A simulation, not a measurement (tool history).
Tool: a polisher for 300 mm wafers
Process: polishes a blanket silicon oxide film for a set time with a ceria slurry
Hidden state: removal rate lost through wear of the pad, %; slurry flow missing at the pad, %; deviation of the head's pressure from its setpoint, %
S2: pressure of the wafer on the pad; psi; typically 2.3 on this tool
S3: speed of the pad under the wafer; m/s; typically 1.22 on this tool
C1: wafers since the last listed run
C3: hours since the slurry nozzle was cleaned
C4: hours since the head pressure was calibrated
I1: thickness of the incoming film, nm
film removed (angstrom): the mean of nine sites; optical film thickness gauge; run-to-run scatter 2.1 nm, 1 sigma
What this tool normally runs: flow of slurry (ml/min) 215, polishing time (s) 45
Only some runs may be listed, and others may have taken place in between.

{"run": 1, "hour": 0.0, "flow of slurry (ml/min)": 215, "S2": 2.3, "S3": 1.22, "polishing time (s)": 45, "C1": 0, "wafers polished on this pad": 792, "C3": 337, "C4": 470.2, "I1": 1095.6, "film removed (angstrom)": 1541}
{"run": 2, "hour": 88.1, "flow of slurry (ml/min)": 190, "S2": 2.3, "S3": 1.22, "polishing time (s)": 50, "C1": 613, "wafers polished on this pad": 1405, "C3": 425.1, "C4": 558.3, "I1": 1079, "film removed (angstrom)": 1658}
{"run": 3, "hour": 185.1, "flow of slurry (ml/min)": 215, "S2": 2.3, "S3": 1.22, "polishing time (s)": 45, "C1": 675, "wafers polished on this pad": 2081, "C3": 522.1, "C4": 655.3, "I1": 1100.3, "film removed (angstrom)": 1494}
{"hour": 201.5, "done": "worn pad replaced by a new one"}
{"hour": 267.5, "done": "head pressure recalibrated"}
{"run": 4, "hour": 275.4, "flow of slurry (ml/min)": 215, "S2": 2.3, "S3": 1.22, "polishing time (s)": 45, "C1": 587, "wafers polished on this pad": 500, "C3": 612.4, "C4": 7.9, "I1": 1093, "film removed (angstrom)": 1399}
{"hour": 288.2, "done": "slurry nozzle cleaned"}
{"run": 5, "hour": 490.6, "flow of slurry (ml/min)": 215, "S2": 1.8, "S3": 1.44, "polishing time (s)": 45, "C1": 1491, "wafers polished on this pad": 1992, "C3": 202.4, "C4": 223.1, "I1": 1082.5, "film removed (angstrom)": 1470}
{"run": 6, "hour": 537.1, "flow of slurry (ml/min)": 215, "S2": 1.8, "S3": 1.44, "polishing time (s)": 45, "C1": 323, "wafers polished on this pad": 2316, "C3": 248.9, "C4": 269.6, "I1": 1085.4, "film removed (angstrom)": 1423}
{"hour": 542.2, "done": "worn pad replaced by a new one"}
{"run": 7, "hour": 627.9, "flow of slurry (ml/min)": 215, "S2": 2.3, "S3": 1.4, "polishing time (s)": 45, "C1": 604, "wafers polished on this pad": 596, "C3": 339.7, "C4": 360.4, "I1": 1082.6, "film removed (angstrom)": 1753}
{"run": 8, "hour": 726.9, "flow of slurry (ml/min)": 215, "S2": 2.3, "S3": 1.22, "polishing time (s)": 45, "C1": 689, "wafers polished on this pad": 1286, "C3": 438.7, "C4": 459.4, "I1": 1092, "film removed (angstrom)": 1497}
{"run": 9, "hour": 767.3, "flow of slurry (ml/min)": 215, "S2": 2.3, "S3": 1.22, "polishing time (s)": 45, "C1": 281, "wafers polished on this pad": 1567, "C3": 479.1, "C4": 499.8, "I1": 1099.9, "film removed (angstrom)": 1477}
{"run": 10, "hour": 869.1, "flow of slurry (ml/min)": 270, "S2": 2.3, "S3": 1.06, "polishing time (s)": 60, "C1": 709, "wafers polished on this pad": 2276, "C3": 580.9, "C4": 601.6, "I1": 1086.4, "film removed (angstrom)": 1738}
{"hour": 886.3, "done": "worn pad replaced by a new one"}
{"hour": 934.2, "done": "slurry nozzle cleaned"}
{"run": 11, "hour": 966.2, "flow of slurry (ml/min)": 215, "S2": 1.8, "S3": 1.44, "polishing time (s)": 45, "C1": 641, "wafers polished on this pad": 549, "C3": 32, "C4": 698.7, "I1": 1074.3, "film removed (angstrom)": 1432}
{"run": 12, "hour": 1012.5, "flow of slurry (ml/min)": 215, "S2": 2.7, "S3": 1, "polishing time (s)": 32, "C1": 322, "wafers polished on this pad": 872, "C3": 78.3, "C4": 745, "I1": 1075.9, "film removed (angstrom)": 1070}
{"run": 13, "hour": 1101.3, "flow of slurry (ml/min)": 190, "S2": 2.3, "S3": 1.22, "polishing time (s)": 50, "C1": 618, "wafers polished on this pad": 1490, "C3": 167.1, "C4": 833.8, "I1": 1113.3, "film removed (angstrom)": 1714}
{"hour": 1116.9, "done": "head pressure recalibrated"}
{"hour": 1188.5, "done": "worn pad replaced by a new one"}
{"run": 14, "hour": 1189.0, "flow of slurry (ml/min)": 215, "S2": 2.3, "S3": 1.22, "polishing time (s)": 37, "C1": 569, "wafers polished on this pad": 3, "C3": 254.8, "C4": 72.1, "I1": 1112.6, "film removed (angstrom)": 1278}
{"run": 15, "hour": 1258.5, "flow of slurry (ml/min)": 215, "S2": 1.9, "S3": 1.52, "polishing time (s)": 45, "C1": 484, "wafers polished on this pad": 487, "C3": 324.3, "C4": 141.6, "I1": 1098.3, "film removed (angstrom)": 1589}
{"run": 16, "hour": 1318.2, "flow of slurry (ml/min)": 175, "S2": 3, "S3": 1.22, "polishing time (s)": 45, "C1": 415, "wafers polished on this pad": 903, "C3": 384, "C4": 201.3, "I1": 1094.5, "film removed (angstrom)": 1909}
{"run": 17, "hour": 1403.6, "flow of slurry (ml/min)": 185, "S2": 1.7, "S3": 1.22, "polishing time (s)": 41, "C1": 594, "wafers polished on this pad": 1498, "C3": 469.4, "C4": 286.7, "I1": 1083.5, "film removed (angstrom)": 971}
{"hour": 1463.0, "done": "worn pad replaced by a new one"}
{"hour": 1472.3, "done": "slurry nozzle cleaned"}
{"run": 18, "hour": 1472.8, "flow of slurry (ml/min)": 145, "S2": 2.3, "S3": 0.88, "polishing time (s)": 45, "C1": 447, "wafers polished on this pad": 60, "C3": 0.5, "C4": 355.9, "I1": 1086.1, "film removed (angstrom)": 1064}
{"run": 19, "hour": 1530.8, "flow of slurry (ml/min)": 215, "S2": 2.3, "S3": 1.22, "polishing time (s)": 45, "C1": 403, "wafers polished on this pad": 464, "C3": 58.5, "C4": 413.9, "I1": 1104.7, "film removed (angstrom)": 1545}

Each row is a separate what-if for the run after 19, all from the same tool condition, not one after another. Results?
{"run": "A", "hour": 1531.2, "flow of slurry (ml/min)": 165, "S2": 2.3, "S3": 1.22, "polishing time (s)": 45, "C1": 2, "wafers polished on this pad": 467, "C3": 58.9, "C4": 414.3, "I1": 1087.8, "film removed (angstrom)": "?"}
{"run": "B", "hour": 1531.2, "flow of slurry (ml/min)": 215, "S2": 2.3, "S3": 1.38, "polishing time (s)": 45, "C1": 2, "wafers polished on this pad": 467, "C3": 58.9, "C4": 414.3, "I1": 1087.8, "film removed (angstrom)": "?"}
{"run": "C", "hour": 1531.2, "flow of slurry (ml/min)": 175, "S2": 2.5, "S3": 1.1, "polishing time (s)": 45, "C1": 2, "wafers polished on this pad": 467, "C3": 58.9, "C4": 414.3, "I1": 1087.8, "film removed (angstrom)": "?"}

run=A film_removed_(angstrom)=1524
run=B film_removed_(angstrom)=1801
run=C film_removed_(angstrom)=1510
What these runs would have given with no unlogged condition in the tool:
run=A film_removed_(angstrom)=1532
run=B film_removed_(angstrom)=1808
run=C film_removed_(angstrom)=1517
